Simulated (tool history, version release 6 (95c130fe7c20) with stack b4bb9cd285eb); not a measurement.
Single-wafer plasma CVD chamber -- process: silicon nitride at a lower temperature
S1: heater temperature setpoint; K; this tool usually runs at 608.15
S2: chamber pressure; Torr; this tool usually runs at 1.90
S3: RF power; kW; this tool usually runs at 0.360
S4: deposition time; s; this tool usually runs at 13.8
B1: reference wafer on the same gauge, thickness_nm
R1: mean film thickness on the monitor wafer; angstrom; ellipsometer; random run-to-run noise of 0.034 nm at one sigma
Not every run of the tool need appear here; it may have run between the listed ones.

run	hour	S1	S2	S3	S4	B1	R1
1	0.0	608.15	1.90	0.360	13.8	15.810	169.58
2	14.6	608.15	1.90	0.360	13.8	15.791	169.44
3	51.9	608.15	1.90	0.360	13.8	15.799	169.15
4	68.6	608.15	1.90	0.360	13.8	15.803	169.08
5	86.1	608.15	1.90	0.360	13.8	15.799	169.49
6	94.2	608.15	1.90	0.410	13.8	15.796	184.57
7	104.5	608.15	1.90	0.410	13.8	15.805	184.21
# hour 123.5: capacitance manometer re-zeroed and calibrated
8	124.0	611.15	1.90	0.360	12.6	15.809	153.45
9	136.3	611.15	1.90	0.360	12.6	15.803	153.58
# hour 146.8: gauge calibrated
# hour 151.5: RF generator calibrated
10	152.0	608.15	1.90	0.360	12.9	15.802	157.22
11	155.1	617.15	1.90	0.385	13.8	15.793	175.74
# hour 165.4: thermocouple changed; heater temperature recalibrated
12	165.9	617.15	1.90	0.385	13.8	15.786	174.95
13	171.6	617.15	1.90	0.385	13.8	15.807	175.01
14	179.4	608.15	1.90	0.360	13.8	15.810	168.22
15	188.6	613.15	1.90	0.360	13.8	15.802	167.61
16	203.6	608.15	1.90	0.360	13.8	15.809	168.50
# hour 211.9: capacitance manometer re-zeroed and calibrated, repeated, since the last time left the tool worse
17	218.7	608.15	1.90	0.410	13.8	15.790	186.99
18	229.0	620.15	1.90	0.360	13.8	15.808	171.09
19	238.1	608.15	1.70	0.360	13.8	15.797	169.01
20	246.6	608.15	2.37	0.390	13.8	15.803	187.91
21	253.9	613.15	1.77	0.360	13.8	15.798	169.44
22	263.5	602.15	1.90	0.360	12.3	15.806	153.51
# hour 272.6: showerhead replaced
23	280.2	617.15	1.90	0.360	13.8	15.802	171.08
24	294.5	608.15	1.55	0.360	11.7	15.795	139.99
25	344.2	608.15	1.90	0.360	12.8	15.807	158.96
26	360.7	608.15	1.90	0.360	13.8	15.796	171.31
27	374.2	608.15	2.25	0.420	14.8	15.814	209.42
28	387.4	608.15	1.78	0.385	13.8	15.807	176.78

Forecast each of these 3 alternatives for the next run:
A	387.8	608.15	1.90	0.360	11.9	?	?
B	387.8	622.15	2.08	0.300	13.8	?	?
C	387.8	608.15	1.90	0.420	11.3	?	?

run	B1	R1
A	15.795	147.51
B	15.795	153.39
C	15.795	154.37
Without the tool's unlogged condition, the same runs would have read:
run	R1
A	147.67
B	153.54
C	154.53
